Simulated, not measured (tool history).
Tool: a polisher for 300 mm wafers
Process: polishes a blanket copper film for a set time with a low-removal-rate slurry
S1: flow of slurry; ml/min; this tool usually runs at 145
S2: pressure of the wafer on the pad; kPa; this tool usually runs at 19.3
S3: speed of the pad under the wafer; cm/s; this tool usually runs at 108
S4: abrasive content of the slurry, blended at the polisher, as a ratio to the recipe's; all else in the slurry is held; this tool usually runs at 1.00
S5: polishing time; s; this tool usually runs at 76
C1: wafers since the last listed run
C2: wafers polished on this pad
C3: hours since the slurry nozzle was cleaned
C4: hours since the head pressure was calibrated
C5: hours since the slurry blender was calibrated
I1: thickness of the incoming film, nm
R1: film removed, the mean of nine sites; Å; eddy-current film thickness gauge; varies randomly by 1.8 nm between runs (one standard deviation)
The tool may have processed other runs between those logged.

run 1 hour=0.0 | S1=145 S2=24.8 S3=108 S4=1.00 S5=76 | C1=0 C2=312 C3=510.7 C4=311.8 C5=397.8 | I1=713.2 | R1=2568
-- hour=87.4 slurry nozzle cleaned
run 2 hour=106.4 | S1=145 S2=24.8 S3=108 S4=1.00 S5=76 | C1=1332 C2=1645 C3=19.0 C4=418.2 C5=504.2 | I1=702.4 | R1=2534
run 3 hour=177.4 | S1=145 S2=16.5 S3=96 S4=1.00 S5=76 | C1=897 C2=2543 C3=90.0 C4=489.2 C5=575.2 | I1=699.0 | R1=1499
-- hour=196.8 slurry blender recalibrated
run 4 hour=222.8 | S1=120 S2=15.9 S3=108 S4=1.00 S5=76 | C1=548 C2=3091 C3=135.4 C4=534.6 C5=26.0 | I1=702.1 | R1=1562
run 5 hour=280.4 | S1=120 S2=15.9 S3=108 S4=1.00 S5=76 | C1=728 C2=3820 C3=193.0 C4=592.2 C5=83.6 | I1=698.2 | R1=1562
run 6 hour=348.0 | S1=120 S2=15.9 S3=108 S4=1.00 S5=76 | C1=854 C2=4675 C3=260.6 C4=659.8 C5=151.2 | I1=707.7 | R1=1543
run 7 hour=416.0 | S1=145 S2=19.3 S3=128 S4=1.00 S5=96 | C1=859 C2=5534 C3=328.6 C4=727.8 C5=219.2 | I1=699.6 | R1=2889
run 8 hour=473.1 | S1=145 S2=19.3 S3=128 S4=1.00 S5=96 | C1=722 C2=6256 C3=385.7 C4=784.9 C5=276.3 | I1=710.8 | R1=2866
run 9 hour=564.1 | S1=145 S2=19.3 S3=96 S4=1.00 S5=76 | C1=1150 C2=7407 C3=476.7 C4=875.9 C5=367.3 | I1=697.4 | R1=1706
-- hour=597.8 worn pad replaced by a new one
run 10 hour=643.5 | S1=145 S2=19.3 S3=96 S4=1.00 S5=76 | C1=953 C2=577 C3=556.1 C4=955.3 C5=446.7 | I1=705.0 | R1=1690
run 11 hour=699.6 | S1=145 S2=19.3 S3=96 S4=1.00 S5=76 | C1=709 C2=1287 C3=612.2 C4=1011.4 C5=502.8 | I1=702.0 | R1=1699
-- hour=715.9 slurry nozzle cleaned
-- hour=784.1 slurry blender recalibrated
run 12 hour=787.7 | S1=145 S2=20.7 S3=108 S4=1.00 S5=62 | C1=1076 C2=2363 C3=71.8 C4=1099.5 C5=3.6 | I1=707.4 | R1=1684
-- hour=863.3 head pressure recalibrated
-- hour=1104.5 worn pad replaced by a new one
run 13 hour=1105.0 | S1=145 S2=19.3 S3=108 S4=1.00 S5=90 | C1=3936 C2=6 C3=389.1 C4=241.7 C5=320.9 | I1=702.9 | R1=2456
run 14 hour=1162.2 | S1=145 S2=19.3 S3=126 S4=1.00 S5=99 | C1=723 C2=729 C3=446.3 C4=298.9 C5=378.1 | I1=701.8 | R1=3035
-- hour=1237.1 slurry nozzle cleaned
run 15 hour=1254.4 | S1=145 S2=19.3 S3=108 S4=1.00 S5=76 | C1=1153 C2=1882 C3=17.3 C4=391.1 C5=470.3 | I1=698.3 | R1=1999
run 16 hour=1303.0 | S1=145 S2=19.3 S3=140 S4=1.00 S5=76 | C1=614 C2=2497 C3=65.9 C4=439.7 C5=518.9 | I1=706.6 | R1=2580
run 17 hour=1379.3 | S1=145 S2=15.9 S3=108 S4=1.00 S5=89 | C1=964 C2=3462 C3=142.2 C4=516.0 C5=595.2 | I1=693.8 | R1=1931
-- hour=1400.4 slurry blender recalibrated
run 18 hour=1634.3 | S1=145 S2=19.3 S3=70 S4=1.15 S5=76 | C1=3199 C2=6661 C3=397.2 C4=771.0 C5=233.9 | I1=690.1 | R1=1325
run 19 hour=1676.6 | S1=145 S2=19.3 S3=108 S4=0.75 S5=96 | C1=534 C2=7196 C3=439.5 C4=813.3 C5=276.2 | I1=703.4 | R1=2420
-- hour=1726.2 worn pad replaced by a new one
run 20 hour=1753.6 | S1=145 S2=19.3 S3=128 S4=1.00 S5=76 | C1=923 C2=346 C3=516.5 C4=890.3 C5=353.2 | I1=708.9 | R1=2326
-- hour=1803.3 slurry nozzle cleaned
run 21 hour=1833.0 | S1=145 S2=19.3 S3=82 S4=1.00 S5=76 | C1=991 C2=1338 C3=29.7 C4=969.7 C5=432.6 | I1=704.3 | R1=1490
-- hour=1875.7 head pressure recalibrated
run 22 hour=1896.5 | S1=100 S2=19.3 S3=134 S4=1.10 S5=76 | C1=777 C2=2115 C3=93.2 C4=20.8 C5=496.1 | I1=704.8 | R1=2535
run 23 hour=1962.1 | S1=145 S2=24.8 S3=108 S4=1.00 S5=76 | C1=829 C2=2945 C3=158.8 C4=86.4 C5=561.7 | I1=704.4 | R1=2742
-- hour=1976.6 slurry blender recalibrated
run 24 hour=2066.8 | S1=145 S2=24.1 S3=72 S4=1.00 S5=76 | C1=1298 C2=4244 C3=263.5 C4=191.1 C5=90.2 | I1=698.3 | R1=1725
run 25 hour=2157.4 | S1=145 S2=19.3 S3=108 S4=1.00 S5=76 | C1=1145 C2=5389 C3=354.1 C4=281.7 C5=180.8 | I1=685.4 | R1=2055
run 26 hour=2225.1 | S1=120 S2=19.3 S3=108 S4=1.00 S5=76 | C1=856 C2=6245 C3=421.8 C4=349.4 C5=248.5 | I1=701.0 | R1=1994
run 27 hour=2303.4 | S1=145 S2=12.4 S3=108 S4=1.00 S5=76 | C1=990 C2=7235 C3=500.1 C4=427.7 C5=326.8 | I1=686.4 | R1=1309

Predict the results of run 28:
run 28 hour=2346.7 | S1=145 S2=19.3 S3=108 S4=1.00 S5=94 | C1=547 C2=7783 C3=543.4 C4=471.0 C5=370.1 | I1=706.4 | R1=?

{"run 28": {"R1": 2503}}
If the tool had no hidden condition, the same run with the same run-to-run variation would have returned R1 2654 Å.

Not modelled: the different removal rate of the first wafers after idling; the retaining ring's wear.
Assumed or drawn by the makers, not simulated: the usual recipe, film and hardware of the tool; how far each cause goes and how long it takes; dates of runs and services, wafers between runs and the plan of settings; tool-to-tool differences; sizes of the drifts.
